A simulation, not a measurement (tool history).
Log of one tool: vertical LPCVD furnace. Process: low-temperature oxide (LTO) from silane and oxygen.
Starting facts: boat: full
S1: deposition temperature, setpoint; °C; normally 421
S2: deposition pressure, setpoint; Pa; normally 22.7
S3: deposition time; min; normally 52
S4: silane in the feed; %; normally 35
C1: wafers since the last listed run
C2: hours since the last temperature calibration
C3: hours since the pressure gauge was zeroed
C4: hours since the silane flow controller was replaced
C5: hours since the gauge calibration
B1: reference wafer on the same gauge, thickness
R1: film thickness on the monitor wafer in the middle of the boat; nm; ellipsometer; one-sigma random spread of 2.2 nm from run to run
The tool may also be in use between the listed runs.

run,day,S1,S2,S3,S4,C1,C2,C3,C4,C5,B1,R1
1,0,415,22.7,52,39,0,23.6,4573.5,5608,680.5,436.57,415.54
2,1.9,421,22.7,45.5,35,421,69.2,4619.1,5653.6,726.1,436.05,336.95
# day 3.825: silane flow controller replaced
3,4.85,421,22.7,45.5,35,432,140,4689.9,24.6,796.9,436.9,339.48
# day 8.375: pressure gauge zeroed
4,8.396,421,22.7,52,35,565,225.1,0.5,109.7,882,436.7,392.12
5,8.904,417,22.7,52,35,112,237.3,12.7,121.9,894.2,436.72,374.08
6,10.046,417,22.7,52,35,253,264.7,40.1,149.3,921.6,436.4,371
7,11.571,421,22.7,52,35,338,301.3,76.7,185.9,958.2,436.44,391.1
8,13.904,416,17.3,39,33,518,357.3,132.7,241.9,1014.2,436.87,193.05
9,16.421,421,22.7,52,32,558,417.7,193.1,302.3,1074.6,436.93,343.31
10,18.25,421,22.7,43,35,406,461.6,237,346.2,1118.5,437.24,320.93
11,20.867,414,22.7,67.5,35,581,524.4,299.8,409,1181.3,437.13,469.04
12,23.279,421,22.7,52,35,535,582.3,357.7,466.9,1239.2,438.33,391.63
13,26.071,415,20.7,68,35,619,649.3,424.7,533.9,1306.2,436.91,435.77
14,27.621,413,22.7,44.5,41,344,686.5,461.9,571.1,1343.4,437.56,370.6
15,30.158,421,24,69,41,563,747.4,522.8,632,1404.3,437.81,663.59
# day 31.529: gauge calibrated
16,32.917,421,22.7,52,35,612,813.6,589,698.2,33.3,436.59,389.22
17,35.433,421,22.7,52,35,558,874,649.4,758.6,93.7,436.28,392.3
18,38.225,411,26,52,37,619,941,716.4,825.6,160.7,437.41,429.05
19,41.171,421,22.7,52,35,654,1011.7,787.1,896.3,231.4,436.34,389.64
20,42.446,413,22.7,52,29,283,1042.3,817.7,926.9,262,437.32,273.35
21,44.675,421,22.7,52,35,494,1095.8,871.2,980.4,315.5,437.27,388.08
22,46.8,428,27.3,52,35,471,1146.8,922.2,1031.4,366.5,437.66,506.04
23,47.917,410,22.7,38.5,35,247,1173.6,949,1058.2,393.3,437.62,253.37
24,50.208,421,22.7,45.5,37,508,1228.6,1004,1113.2,448.3,437.13,364.43
25,51.812,421,24.7,62.5,28,356,1267.1,1042.5,1151.7,486.8,436.83,371.24
26,53.175,414,22.7,59,37,302,1299.8,1075.2,1184.4,519.5,437.16,441.1
27,55.983,421,22.7,52,35,623,1367.2,1142.6,1251.8,586.9,437.04,387.09
28,58.592,421,22.7,52,35,579,1429.8,1205.2,1314.4,649.5,436.59,389.33
29,60.429,421,22.7,52,35,408,1473.9,1249.3,1358.5,693.6,437.92,386.89
30,63.288,421,22.7,62,35,634,1542.5,1317.9,1427.1,762.2,437.2,465.21

Branching from run 30: 5 alternative next runs. What would each branch give?
A,63.512,421,22.7,66.5,35,49,1547.9,1323.3,1432.5,767.6,?,?
B,63.512,414,22.7,52,35,49,1547.9,1323.3,1432.5,767.6,?,?
C,63.512,432,26.7,52,42,49,1547.9,1323.3,1432.5,767.6,?,?
D,63.512,421,22.7,57.5,40,49,1547.9,1323.3,1432.5,767.6,?,?
E,63.512,427,22.7,62,35,49,1547.9,1323.3,1432.5,767.6,?,?

run,B1,R1
A,437.22,498.48
B,437.22,361.62
C,437.22,632.14
D,437.22,505.92
E,437.22,494.84
With the hidden condition removed and each run's random variation left untouched, the same runs would have given:
run,R1
A,498.48
B,361.62
C,632.14
D,505.92
E,494.84

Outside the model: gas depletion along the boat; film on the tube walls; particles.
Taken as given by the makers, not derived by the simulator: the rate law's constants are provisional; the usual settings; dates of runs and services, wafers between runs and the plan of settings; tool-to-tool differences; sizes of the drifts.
